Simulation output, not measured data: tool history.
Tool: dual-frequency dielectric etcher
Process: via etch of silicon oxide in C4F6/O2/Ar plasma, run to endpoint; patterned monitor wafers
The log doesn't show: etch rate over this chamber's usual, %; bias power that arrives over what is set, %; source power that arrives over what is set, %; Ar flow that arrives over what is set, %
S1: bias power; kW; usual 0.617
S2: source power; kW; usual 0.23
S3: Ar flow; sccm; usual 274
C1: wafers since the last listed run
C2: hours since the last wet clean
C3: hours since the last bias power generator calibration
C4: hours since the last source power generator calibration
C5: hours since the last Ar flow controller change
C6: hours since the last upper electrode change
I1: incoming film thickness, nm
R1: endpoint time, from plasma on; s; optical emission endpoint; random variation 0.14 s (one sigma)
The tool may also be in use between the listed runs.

Run 1, hour 0: usual settings; C1 0; C2 4.2; C3 0.8; C4 4434.7; C5 5481.6; C6 5866.3; I1 146. Result: R1 33.3 s.
Run 2, hour 14.2: usual settings; C1 113; C2 18.4; C3 15; C4 4448.9; C5 5495.8; C6 5880.5; I1 149. Result: R1 34 s.
Run 3, hour 21.2: usual settings; C1 56; C2 25.4; C3 22; C4 4455.9; C5 5502.8; C6 5887.5; I1 148.5. Result: R1 33.6 s.
Run 4, hour 30.9: usual settings; C1 77; C2 35.1; C3 31.7; C4 4465.6; C5 5512.5; C6 5897.2; I1 147. Result: R1 33.6 s.
Run 5, hour 43.1: usual settings but S1 0.682 kW, S2 0.18 kW; C1 97; C2 47.3; C3 43.9; C4 4477.8; C5 5524.7; C6 5909.4; I1 147.9. Result: R1 36 s.
Run 6, hour 60.9: usual settings; C1 142; C2 65.1; C3 61.7; C4 4495.6; C5 5542.5; C6 5927.2; I1 147.9. Result: R1 33.4 s.
At hour 69.1: source power generator calibrated.
Run 7, hour 76.1: usual settings; C1 89; C2 80.3; C3 76.9; C4 7; C5 5557.7; C6 5942.4; I1 148.1. Result: R1 33.5 s.
Run 8, hour 89.7: usual settings but S3 220 sccm; C1 108; C2 93.9; C3 90.5; C4 20.6; C5 5571.3; C6 5956; I1 145.3. Result: R1 32.3 s.
Run 9, hour 106.9: usual settings but S1 0.535 kW; C1 137; C2 111.1; C3 107.7; C4 37.8; C5 5588.5; C6 5973.2; I1 148.6. Result: R1 35.6 s.
Run 10, hour 117.2: usual settings; C1 82; C2 121.4; C3 118; C4 48.1; C5 5598.8; C6 5983.5; I1 147.9. Result: R1 33.5 s.
Run 11, hour 134.9: usual settings but S2 0.27 kW, S3 245 sccm; C1 141; C2 139.1; C3 135.7; C4 65.8; C5 5616.5; C6 6001.2; I1 148.2. Result: R1 30.6 s.
Run 12, hour 141: usual settings but S2 0.28 kW, S3 323 sccm; C1 48; C2 145.2; C3 141.8; C4 71.9; C5 5622.6; C6 6007.3; I1 147.3. Result: R1 30.8 s.
Run 13, hour 152.8: usual settings but S1 0.542 kW, S2 0.2 kW, S3 216 sccm; C1 94; C2 157; C3 153.6; C4 83.7; C5 5634.4; C6 6019.1; I1 145.8. Result: R1 35.8 s.
Run 14, hour 161.6: usual settings but S1 0.724 kW, S2 0.27 kW, S3 334 sccm; C1 70; C2 165.8; C3 162.4; C4 92.5; C5 5643.2; C6 6027.9; I1 148.2. Result: R1 29.6 s.
At hour 185.5: Ar flow controller replaced.
At hour 223.2: upper electrode replaced.
Run 15, hour 223.7: usual settings but S1 0.721 kW, S2 0.26 kW, S3 312 sccm; C1 257; C2 227.9; C3 224.5; C4 154.6; C5 38.2; C6 0.5; I1 146.4. Result: R1 29.3 s.
Run 16, hour 224.1: usual settings but S1 0.533 kW, S2 0.26 kW, S3 320 sccm; C1 3; C2 228.3; C3 224.9; C4 155; C5 38.6; C6 0.9; I1 146.7. Result: R1 33.2 s.
Run 17, hour 230.4: usual settings but S1 0.665 kW, S3 207 sccm; C1 50; C2 234.6; C3 231.2; C4 161.3; C5 44.9; C6 7.2; I1 147.8. Result: R1 31.2 s.
Run 18, hour 247.8: usual settings but S1 0.476 kW, S2 0.29 kW, S3 327 sccm; C1 139; C2 252; C3 248.6; C4 178.7; C5 62.3; C6 24.6; I1 146. Result: R1 33.1 s.
Run 19, hour 262.2: usual settings; C1 115; C2 266.4; C3 263; C4 193.1; C5 76.7; C6 39; I1 149.8. Result: R1 33.3 s.
Run 20, hour 276.9: usual settings but S1 0.553 kW, S2 0.25 kW, S3 221 sccm; C1 117; C2 281.1; C3 277.7; C4 207.8; C5 91.4; C6 53.7; I1 147.7. Result: R1 32.1 s.
Run 21, hour 297.3: usual settings; C1 163; C2 301.5; C3 298.1; C4 228.2; C5 111.8; C6 74.1; I1 146.3. Result: R1 32.6 s.
Run 22, hour 312.2: usual settings but S1 0.656 kW, S2 0.18 kW, S3 291 sccm; C1 119; C2 316.4; C3 313; C4 243.1; C5 126.7; C6 89; I1 147.1. Result: R1 35.9 s.
Run 23, hour 324.1: usual settings but S2 0.26 kW, S3 248 sccm; C1 95; C2 328.3; C3 324.9; C4 255; C5 138.6; C6 100.9; I1 147.5. Result: R1 30.6 s.
Run 24, hour 335.6: usual settings but S1 0.726 kW, S2 0.26 kW; C1 92; C2 339.8; C3 336.4; C4 266.5; C5 150.1; C6 112.4; I1 145.2. Result: R1 28.6 s.
Run 25, hour 352.3: usual settings but S2 0.27 kW, S3 210 sccm; C1 133; C2 356.5; C3 353.1; C4 283.2; C5 166.8; C6 129.1; I1 147. Result: R1 29.3 s.
Run 26, hour 369.6: usual settings but S2 0.19 kW; C1 138; C2 373.8; C3 370.4; C4 300.5; C5 184.1; C6 146.4; I1 148.9. Result: R1 35.7 s.
Run 27, hour 382: usual settings but S1 0.569 kW, S2 0.28 kW, S3 306 sccm; C1 99; C2 386.2; C3 382.8; C4 312.9; C5 196.5; C6 158.8; I1 147.6. Result: R1 30.9 s.
Run 28, hour 388.6: usual settings; C1 52; C2 392.8; C3 389.4; C4 319.5; C5 203.1; C6 165.4; I1 147.3. Result: R1 32.1 s.

Forecast each of these 5 alternatives for the next run:
Run A, hour 389: usual settings but S2 0.28 kW; C1 3; C2 393.2; C3 389.8; C4 319.9; C5 203.5; C6 165.8; I1 147.9. Result: R1 ?.
Run B, hour 389: usual settings but S3 327 sccm; C1 3; C2 393.2; C3 389.8; C4 319.9; C5 203.5; C6 165.8; I1 147.9. Result: R1 ?.
Run C, hour 389: usual settings but S1 0.757 kW, S2 0.19 kW, S3 219 sccm; C1 3; C2 393.2; C3 389.8; C4 319.9; C5 203.5; C6 165.8; I1 147.9. Result: R1 ?.
Run D, hour 389: usual settings but S1 0.55 kW, S2 0.21 kW, S3 312 sccm; C1 3; C2 393.2; C3 389.8; C4 319.9; C5 203.5; C6 165.8; I1 147.9. Result: R1 ?.
Run E, hour 389: usual settings but S1 0.465 kW, S2 0.17 kW, S3 207 sccm; C1 3; C2 393.2; C3 389.8; C4 319.9; C5 203.5; C6 165.8; I1 147.9. Result: R1 ?.

run    R1
  A  29.8
  B  33.1
  C    32
  D  35.9
  E  40.8
Without the tool's hidden state the same runs would have given:
run    R1
  A  30.9
  B  34.3
  C  33.2
  D  37.3
  E  42.4

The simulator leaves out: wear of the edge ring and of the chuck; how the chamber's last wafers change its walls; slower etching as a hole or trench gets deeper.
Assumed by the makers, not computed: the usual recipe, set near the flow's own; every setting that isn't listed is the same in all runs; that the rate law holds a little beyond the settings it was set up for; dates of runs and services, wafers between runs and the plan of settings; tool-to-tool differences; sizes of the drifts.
